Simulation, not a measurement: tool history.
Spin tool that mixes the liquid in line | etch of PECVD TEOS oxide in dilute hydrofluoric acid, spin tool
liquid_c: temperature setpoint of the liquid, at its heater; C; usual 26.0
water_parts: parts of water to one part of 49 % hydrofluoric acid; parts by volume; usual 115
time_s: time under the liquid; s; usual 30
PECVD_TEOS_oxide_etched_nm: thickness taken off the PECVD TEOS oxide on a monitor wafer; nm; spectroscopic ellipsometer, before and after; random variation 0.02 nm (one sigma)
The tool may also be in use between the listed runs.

run	day	liquid_c	water_parts	time_s	read-back film thickness of the PECVD TEOS oxide reference wafer, read on the same gauge (nm)	PECVD_TEOS_oxide_etched_nm
1	0.000	26.0	115	30	79.97	8.86
# day 0.508: gauge calibrated
2	0.608	26.0	115	30	79.98	8.88
3	1.233	26.0	115	30	79.99	8.88
4	1.654	26.0	115	30	80.01	8.91
5	2.125	26.0	115	30	80.01	8.91
6	2.421	26.0	115	30	79.99	8.90
7	2.688	26.0	115	30	80.00	8.94
8	3.029	26.0	115	30	79.98	8.91
9	4.083	26.0	115	30	80.00	8.95
10	4.675	26.0	115	30	80.01	8.94
11	5.383	26.0	115	30	79.99	8.92
# day 6.700: thermometer replaced
12	6.971	26.0	115	30	80.01	8.19
13	7.392	26.0	115	30	79.99	8.17
14	8.075	26.0	115	30	79.98	8.26
15	8.529	30.5	85	35	79.99	15.94
# day 9.175: gauge calibrated
16	9.229	26.0	115	30	79.99	8.17
17	9.975	23.0	115	35	79.99	8.56
18	10.458	31.0	115	30	79.98	9.93
# day 10.654: hydrofluoric acid flow meter replaced
19	11.079	27.5	80	35	79.99	14.34
20	11.329	22.5	115	15	79.99	3.36
21	12.038	28.5	115	25	80.01	7.05
22	12.517	28.0	115	30	79.99	8.30
23	13.025	30.0	80	45	80.01	20.39
24	13.346	26.0	115	30	79.98	7.73
25	13.792	30.0	80	45	80.02	20.42
26	14.096	26.0	115	15	79.99	3.85
27	14.538	26.0	115	50	79.98	12.88
28	14.896	29.0	115	25	80.01	7.26

Forecast each of these 5 alternatives for the next run:
A	14.912	26.0	60	30	?	?
B	14.912	23.5	115	50	?	?
C	14.912	26.0	115	40	?	?
D	14.912	21.5	90	20	?	?
E	14.912	26.0	150	30	?	?

run	read-back film thickness of the PECVD TEOS oxide reference wafer, read on the same gauge (nm)	PECVD_TEOS_oxide_etched_nm
A	80.00	15.89
B	80.00	11.67
C	80.00	10.29
D	80.00	5.67
E	80.00	5.67
Without the tool's hidden state the same runs would have given:
run	PECVD_TEOS_oxide_etched_nm
A	15.57
B	11.43
C	10.08
D	5.55
E	5.55

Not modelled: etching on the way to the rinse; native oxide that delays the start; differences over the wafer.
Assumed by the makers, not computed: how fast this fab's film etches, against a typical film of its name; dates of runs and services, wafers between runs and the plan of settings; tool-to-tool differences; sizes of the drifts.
